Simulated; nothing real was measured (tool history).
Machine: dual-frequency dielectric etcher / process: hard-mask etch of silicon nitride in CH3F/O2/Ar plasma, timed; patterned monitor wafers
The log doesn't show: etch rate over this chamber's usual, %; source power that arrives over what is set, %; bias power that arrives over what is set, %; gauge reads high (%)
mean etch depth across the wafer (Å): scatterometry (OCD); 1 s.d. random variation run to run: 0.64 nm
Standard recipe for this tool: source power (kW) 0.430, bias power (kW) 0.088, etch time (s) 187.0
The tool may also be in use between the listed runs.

run	hour	source power (kW)	bias power (kW)	etch time (s)	wafers since the last listed run	hours since the last wet clean	hours since the last source power generator calibration	hours since the last bias power generator calibration	hours since the last upper electrode change	hours since the gauge calibration	read-back reference wafer on the same gauge, depth_nm	mean etch depth across the wafer (Å)
1	0.0	0.430	0.088	222.0	0	235.5	4292.8	2489.4	4828.2	170.0	127.2	1665
# hour 3.0: gauge calibrated
2	14.1	0.430	0.088	222.0	128	249.6	4306.9	2503.5	4842.3	11.1	126.8	1645
3	31.1	0.430	0.077	145.5	154	266.6	4323.9	2520.5	4859.3	28.1	126.9	1020
4	47.4	0.400	0.094	187.0	148	282.9	4340.2	2536.8	4875.6	44.4	127.1	1414
5	60.1	0.400	0.094	187.0	115	295.6	4352.9	2549.5	4888.3	57.1	127.0	1416
6	67.2	0.400	0.094	187.0	64	302.7	4360.0	2556.6	4895.4	64.2	126.9	1422
7	78.3	0.430	0.088	187.0	100	313.8	4371.1	2567.7	4906.5	75.3	127.1	1394
# hour 107.1: bias power generator calibrated
# hour 109.4: wet clean of the chamber
8	109.9	0.430	0.088	187.0	230	0.5	4402.7	2.8	4938.1	106.9	127.0	1393
9	110.3	0.430	0.083	187.0	3	0.9	4403.1	3.2	4938.5	107.3	127.0	1362
10	114.1	0.430	0.083	187.0	34	4.7	4406.9	7.0	4942.3	111.1	126.9	1369
11	131.1	0.430	0.083	187.0	154	21.7	4423.9	24.0	4959.3	128.1	127.2	1366
12	142.6	0.430	0.088	187.0	104	33.2	4435.4	35.5	4970.8	139.6	127.1	1410
13	156.9	0.430	0.088	187.0	130	47.5	4449.7	49.8	4985.1	153.9	126.9	1402
# hour 191.4: upper electrode replaced
14	191.9	0.340	0.103	187.0	100	82.5	4484.7	84.8	0.5	188.9	127.1	1428
15	192.3	0.360	0.095	172.0	3	82.9	4485.1	85.2	0.9	189.3	127.0	1285
# hour 197.6: gauge calibrated
16	200.0	0.430	0.088	187.0	70	90.6	4492.8	92.9	8.6	2.4	126.9	1399
17	216.3	0.490	0.088	148.0	148	106.9	4509.1	109.2	24.9	18.7	127.1	1129
# hour 229.0: source power generator calibrated
18	229.5	0.340	0.108	160.0	83	120.1	0.5	122.4	38.1	31.9	127.0	1263
19	243.3	0.480	0.068	149.5	125	133.9	14.3	136.2	51.9	45.7	127.0	1014
20	257.3	0.430	0.088	187.0	127	147.9	28.3	150.2	65.9	59.7	127.2	1404
21	268.8	0.390	0.107	237.5	104	159.4	39.8	161.7	77.4	71.2	126.9	1909
22	277.3	0.530	0.069	187.0	77	167.9	48.3	170.2	85.9	79.7	127.0	1300
23	294.8	0.430	0.107	172.5	159	185.4	65.8	187.7	103.4	97.2	127.1	1408
24	306.4	0.430	0.088	187.0	105	197.0	77.4	199.3	115.0	108.8	126.9	1397
25	312.9	0.430	0.083	187.0	59	203.5	83.9	205.8	121.5	115.3	126.8	1361
26	319.7	0.340	0.102	202.5	61	210.3	90.7	212.6	128.3	122.1	127.0	1557

3 options for the next run, each taken on its own from the tool as it stands now. Forecast them:
A	320.2	0.430	0.100	187.0	4	210.8	91.2	213.1	128.8	122.6	?	?
B	320.2	0.400	0.107	187.0	4	210.8	91.2	213.1	128.8	122.6	?	?
C	320.2	0.500	0.081	142.0	4	210.8	91.2	213.1	128.8	122.6	?	?

run	read-back reference wafer on the same gauge, depth_nm	mean etch depth across the wafer (Å)
A	127.1	1474
B	127.1	1500
C	127.1	1047
Stripped of hidden state, with their random variation kept, the same runs would have yielded:
run	mean etch depth across the wafer (Å)
A	1474
B	1500
C	1047

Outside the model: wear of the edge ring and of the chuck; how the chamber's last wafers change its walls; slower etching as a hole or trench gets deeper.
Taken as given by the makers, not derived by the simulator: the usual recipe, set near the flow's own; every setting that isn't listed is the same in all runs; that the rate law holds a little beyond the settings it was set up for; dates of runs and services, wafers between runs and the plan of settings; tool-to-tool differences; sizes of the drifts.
